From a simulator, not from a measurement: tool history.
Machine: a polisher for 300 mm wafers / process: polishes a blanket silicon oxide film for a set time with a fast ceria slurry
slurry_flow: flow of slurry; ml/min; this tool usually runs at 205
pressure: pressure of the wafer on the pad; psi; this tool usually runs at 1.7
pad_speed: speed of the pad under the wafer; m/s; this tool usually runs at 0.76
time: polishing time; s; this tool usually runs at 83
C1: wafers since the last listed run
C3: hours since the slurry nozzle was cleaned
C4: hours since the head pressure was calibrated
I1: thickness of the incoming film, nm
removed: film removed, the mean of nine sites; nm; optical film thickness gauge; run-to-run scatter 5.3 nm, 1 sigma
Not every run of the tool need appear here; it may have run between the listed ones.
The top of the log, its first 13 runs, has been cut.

Run 14, hour 570.2: usual settings but pressure 2 psi; C1 348; wafers polished on this pad 5991; C3 427.7; C4 190.6; I1 3607.1. Result: removed 709.4 nm.
At hour 639.2: worn pad replaced by a new one.
Run 15, hour 639.7: usual settings; C1 836; wafers polished on this pad 6; C3 497.2; C4 260.1; I1 3764.7. Result: removed 591.7 nm.
Run 16, hour 693: usual settings but slurry_flow 240 ml/min, pressure 1.2 psi, pad_speed 0.64 m/s; C1 680; wafers polished on this pad 687; C3 550.5; C4 313.4; I1 3657.1. Result: removed 365.7 nm.
At hour 735.2: slurry nozzle cleaned.
Run 17, hour 744: usual settings but slurry_flow 255 ml/min, pressure 2 psi, pad_speed 0.5 m/s; C1 638; wafers polished on this pad 1326; C3 8.8; C4 364.4; I1 3673.2. Result: removed 493.9 nm.
Run 18, hour 810.6: usual settings but time 95 s; C1 850; wafers polished on this pad 2177; C3 75.4; C4 431; I1 3704.2. Result: removed 716.2 nm.
Run 19, hour 858.3: usual settings but slurry_flow 145 ml/min, pressure 2 psi, pad_speed 0.9 m/s, time 63 s; C1 609; wafers polished on this pad 2786; C3 123.1; C4 478.7; I1 3717.2. Result: removed 605.5 nm.
Run 20, hour 930.2: usual settings but pressure 1.5 psi; C1 918; wafers polished on this pad 3705; C3 195; C4 550.6; I1 3659.9. Result: removed 545.3 nm.
Run 21, hour 973.5: usual settings; C1 553; wafers polished on this pad 4258; C3 238.3; C4 593.9; I1 3696.8. Result: removed 616.3 nm.
Run 22, hour 1016: usual settings but slurry_flow 150 ml/min, time 58 s; C1 542; wafers polished on this pad 4801; C3 280.8; C4 636.4; I1 3619.8. Result: removed 399.2 nm.
Run 23, hour 1056.8: usual settings; C1 521; wafers polished on this pad 5322; C3 321.6; C4 677.2; I1 3671.8. Result: removed 602.6 nm.
At hour 1134.5: worn pad replaced by a new one.
Run 24, hour 1196.8: usual settings; C1 1737; wafers polished on this pad 796; C3 461.6; C4 817.2; I1 3742.1. Result: removed 594.4 nm.
Run 25, hour 1265.5: usual settings; C1 877; wafers polished on this pad 1673; C3 530.3; C4 885.9; I1 3657.8. Result: removed 600.1 nm.
At hour 1323.6: slurry nozzle cleaned.
Run 26, hour 1330.8: usual settings but pressure 2.2 psi, time 93 s; C1 821; wafers polished on this pad 2495; C3 7.2; C4 951.2; I1 3699.3. Result: removed 907.6 nm.
Run 27, hour 1388.8: usual settings but pad_speed 0.52 m/s; C1 740; wafers polished on this pad 3236; C3 65.2; C4 1009.2; I1 3667.3. Result: removed 424.3 nm.
Run 28, hour 1422.6: usual settings but pad_speed 0.98 m/s; C1 431; wafers polished on this pad 3668; C3 99; C4 1043; I1 3720.8. Result: removed 786 nm.
Run 29, hour 1487.4: usual settings; C1 827; wafers polished on this pad 4495; C3 163.8; C4 1107.8; I1 3672.3. Result: removed 606.3 nm.
Run 30, hour 1513: usual settings but slurry_flow 170 ml/min, pad_speed 0.86 m/s; C1 327; wafers polished on this pad 4822; C3 189.4; C4 1133.4; I1 3682.1. Result: removed 661.3 nm.
At hour 1517.7: head pressure recalibrated.
Run 31, hour 1563.4: usual settings but slurry_flow 140 ml/min; C1 618; wafers polished on this pad 5441; C3 239.8; C4 45.7; I1 3724.5. Result: removed 543 nm.
At hour 1622.9: worn pad replaced by a new one.
Run 32, hour 1630.6: usual settings; C1 807; wafers polished on this pad 98; C3 307; C4 112.9; I1 3680.2. Result: removed 597.5 nm.
Run 33, hour 1684.9: usual settings but pressure 1.2 psi, pad_speed 0.52 m/s, time 74 s; C1 693; wafers polished on this pad 791; C3 361.3; C4 167.2; I1 3612.7. Result: removed 254.3 nm.
Run 34, hour 1733.1: usual settings; C1 615; wafers polished on this pad 1407; C3 409.5; C4 215.4; I1 3669.7. Result: removed 597.6 nm.
Run 35, hour 1799.3: usual settings but slurry_flow 175 ml/min, pressure 1.4 psi; C1 845; wafers polished on this pad 2253; C3 475.7; C4 281.6; I1 3746.7. Result: removed 472 nm.
At hour 1816: slurry nozzle cleaned.
Run 36, hour 1847.8: usual settings but pressure 1.4 psi, pad_speed 0.66 m/s, time 64 s; C1 606; wafers polished on this pad 2860; C3 31.8; C4 330.1; I1 3692. Result: removed 346.4 nm.
Run 37, hour 1914.8: usual settings but slurry_flow 235 ml/min; C1 855; wafers polished on this pad 3715; C3 98.8; C4 397.1; I1 3662.8. Result: removed 627.7 nm.

Below are 4 alternative next runs, each starting from the tool's condition after run 37. Predict each:
Run A, hour 1915.3: usual settings; C1 6; wafers polished on this pad 3722; C3 99.3; C4 397.6; I1 3694.1. Result: removed ?.
Run B, hour 1915.3: usual settings but pressure 1.5 psi, pad_speed 0.94 m/s; C1 6; wafers polished on this pad 3722; C3 99.3; C4 397.6; I1 3694.1. Result: removed ?.
Run C, hour 1915.3: usual settings but slurry_flow 165 ml/min, pressure 1.3 psi, pad_speed 0.92 m/s, time 95 s; C1 6; wafers polished on this pad 3722; C3 99.3; C4 397.6; I1 3694.1. Result: removed ?.
Run D, hour 1915.3: usual settings but pressure 2.1 psi, pad_speed 0.54 m/s, time 57 s; C1 6; wafers polished on this pad 3722; C3 99.3; C4 397.6; I1 3694.1. Result: removed ?.

run  removed
  A    614.5
  B    670.6
  C    624.2
  D    370.4
Take away the tool's hidden state, keep each run's random variation, and the runs would have read:
run  removed
  A    632.8
  B    690.6
  C    647.5
  D    381.4
